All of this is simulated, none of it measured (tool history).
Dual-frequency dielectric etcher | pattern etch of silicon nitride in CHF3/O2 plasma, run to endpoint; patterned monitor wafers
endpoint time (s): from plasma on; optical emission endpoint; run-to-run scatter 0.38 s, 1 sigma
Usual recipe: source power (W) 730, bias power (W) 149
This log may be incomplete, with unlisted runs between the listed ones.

run	hour	source power (W)	bias power (W)	incoming incoming film thickness, nm	endpoint time (s)
1	0	730	149	79	46.3
2	28.2	730	149	78.1	45.4
3	63.7	780	149	78.1	44.4
# hour 115.1: wet clean of the chamber
4	132	730	149	78.5	44.4
5	156.4	730	149	78.3	44.3
6	224	730	149	78.9	44.5
7	261.7	730	149	78.4	44.7
8	303.6	730	149	79.1	44.2
9	329.5	620	149	78.6	45.8
10	367.7	730	149	78.6	44.7
# hour 396.8: wet clean of the chamber, repeated, since the last time left the tool worse
11	403.8	730	149	78.9	47
# hour 454.8: upper electrode replaced
12	474.6	730	149	79.2	46.4
# hour 486.2: source power generator calibrated
13	545.3	730	170	78.7	45
14	615.5	730	170	77.7	43.8
15	674.3	560	121	78.9	54
16	727.2	880	137	78.4	44.3
# hour 758: wet clean of the chamber
17	771.9	630	169	79.2	47.9
18	822	730	149	78.5	46.2
19	867.7	600	126	78.3	52.4
# hour 894.5: bias power generator calibrated
20	913.8	730	149	78	47
21	938.8	730	124	78.5	49.2
22	989	820	149	79.1	44.7
23	1031	730	149	78	46.6
24	1085.3	670	149	78.1	46.9
25	1139.6	730	149	78.4	45.8
# hour 1202.9: wet clean of the chamber
26	1203.5	730	149	78.3	46.8
27	1259.9	590	149	78.2	49.7
28	1303.3	730	149	78.2	46.2
29	1338.1	730	149	78.4	45.9
30	1379.3	850	133	78.4	44.9
31	1417.6	610	116	78.1	52.2
32	1481.2	800	149	78.4	44.3
33	1550.6	730	127	78.2	47.5
34	1592.5	820	169	78.3	41.8
# hour 1644.4: wet clean of the chamber
35	1644.9	550	130	78.4	53

State the hidden condition of the tool at each of the runs:
source power that arrives over what is set, %: 0 on each run
bias power that arrives over what is set, %: 0 on each run
H1: etch rate over this chamber's usual, %
run	H1
1	2.17
2	2.35
3	2.59
4	5.13
5	5.3
6	5.75
7	6
8	6.28
9	6.45
10	6.7
11	-0.0252
12	0.446
13	0.917
14	1.38
15	1.78
16	2.13
17	0.0484
18	0.382
19	0.686
20	0.993
21	1.16
22	1.49
23	1.77
24	2.13
25	2.5
26	0.225
27	0.601
28	0.889
29	1.12
30	1.4
31	1.65
32	2.07
33	2.54
34	2.81
35	-0.214
